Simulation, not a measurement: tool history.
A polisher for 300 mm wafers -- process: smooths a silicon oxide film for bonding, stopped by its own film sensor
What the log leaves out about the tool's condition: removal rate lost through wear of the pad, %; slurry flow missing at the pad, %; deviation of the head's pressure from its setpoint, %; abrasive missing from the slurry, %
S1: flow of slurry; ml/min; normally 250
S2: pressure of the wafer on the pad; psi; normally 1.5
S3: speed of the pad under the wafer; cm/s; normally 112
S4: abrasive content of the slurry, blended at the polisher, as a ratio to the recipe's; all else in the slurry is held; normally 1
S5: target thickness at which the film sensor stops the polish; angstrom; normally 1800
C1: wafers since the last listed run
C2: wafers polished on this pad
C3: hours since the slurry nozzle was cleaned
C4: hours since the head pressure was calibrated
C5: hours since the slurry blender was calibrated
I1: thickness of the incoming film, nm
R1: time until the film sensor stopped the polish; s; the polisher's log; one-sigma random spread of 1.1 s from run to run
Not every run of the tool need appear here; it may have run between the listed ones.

run	hour	S1	S2	S3	S4	S5	C1	C2	C3	C4	C5	I1	R1
1	0	250	1.5	112	1	1800	0	837	350.7	835.1	118.5	223.1	95
2	23.8	250	1.5	112	1	1800	230	1067	374.5	858.9	142.3	215.2	77.7
3	43.7	250	1.5	112	1	1800	192	1260	394.4	878.8	162.2	224.7	98.3
4	75.7	250	1.5	112	1	1800	309	1569	426.4	910.8	194.2	220.2	87.5
5	93.9	200	1.5	96	1	1800	175	1745	444.6	929	212.4	215.5	84.4
6	125.1	200	1.5	96	1	1800	301	2046	475.8	960.2	243.6	215.8	87.7
# hour 133.2: worn pad replaced by a new one
7	137.3	250	1.5	112	1	1800	79	39	488	972.4	255.8	220.4	87.8
8	169.3	250	1.5	112	1	1800	309	348	520	1004.4	287.8	224	98.2
9	189.5	250	1.5	112	1	1800	195	543	540.2	1024.6	308	221	91
# hour 194: head pressure recalibrated
10	203.4	250	1.2	98	1.3	1940	115	658	554.1	9.4	321.9	220.2	74.2
# hour 213.6: slurry nozzle cleaned
11	219	250	1.5	112	1	1720	141	799	5.4	25	337.5	220.3	97.7
# hour 234.9: slurry blender recalibrated
12	239.2	250	2	112	1	1740	175	975	25.6	45.2	4.3	220.1	72.9
13	264.8	250	1.5	112	1	1800	247	1223	51.2	70.8	29.9	218.5	79.9
14	300.2	250	1.5	112	1.25	1800	342	1565	86.6	106.2	65.3	218.5	77.9
15	323	250	1.5	112	1	1800	220	1785	109.4	129	88.1	216.6	77.2
# hour 331.5: worn pad replaced by a new one
16	406.6	250	1.5	112	1	1720	769	726	193	212.6	171.7	218.2	99.8
17	440.6	250	1.5	112	1	1800	328	1054	227	246.6	205.7	220.9	86.6
18	473.4	250	1.5	112	1	1800	316	1371	259.8	279.4	238.5	218.1	82
19	504.2	250	1.5	112	1	1800	297	1669	290.6	310.2	269.3	222.9	92.3
20	526.9	205	1.1	130	0.9	1800	219	1888	313.3	332.9	292	220.1	110.2
# hour 541.1: worn pad replaced by a new one
# hour 554.1: slurry blender recalibrated
21	558.1	250	1.5	136	1	1840	243	145	344.5	364.1	4	219.4	68.2
22	585.5	250	1.1	78	1.25	1670	264	409	371.9	391.5	31.4	218.1	173
23	597.9	250	1.5	112	1.25	1740	119	529	384.3	403.9	43.8	219.8	94.9
24	619.2	250	1.5	112	1	1710	205	735	405.6	425.2	65.1	219.2	105.2
25	651	295	1.4	136	0.9	1800	307	1042	437.4	457	96.9	217.7	78.6
26	666.5	250	1.5	86	1	1840	149	1192	452.9	472.5	112.4	219.1	88.8
27	687.6	165	1.5	112	1	1910	203	1396	474	493.6	133.5	219.5	64.1
# hour 688.8: slurry nozzle cleaned
# hour 720.6: worn pad replaced by a new one
28	721.4	250	1.5	112	1	1800	278	7	32.6	527.4	167.3	222.4	88.3
29	736.9	250	1.5	112	1	1900	149	157	48.1	542.9	182.8	221.3	64.8
30	772.8	250	1.5	112	1	1800	346	504	84	578.8	218.7	222.6	89.8

What was the tool's hidden state at every run in the log?
removal rate lost through wear of the pad, %: 0 in every run
deviation of the head's pressure from its setpoint, %: 0 in every run
abrasive missing from the slurry, %: 0 in every run
H1: slurry flow missing at the pad, %
run	H1
1	41
2	41.7
3	42.2
4	42.9
5	43.2
6	43.7
7	43.9
8	44.3
9	44.6
10	44.7
11	1.63
12	6.19
13	11.3
14	17.1
15	20.3
16	28.9
17	31.3
18	33.3
19	34.8
20	35.7
21	36.9
22	37.7
23	38
24	38.5
25	39.2
26	39.5
27	39.8
28	12.3
29	15.3
30	21.4
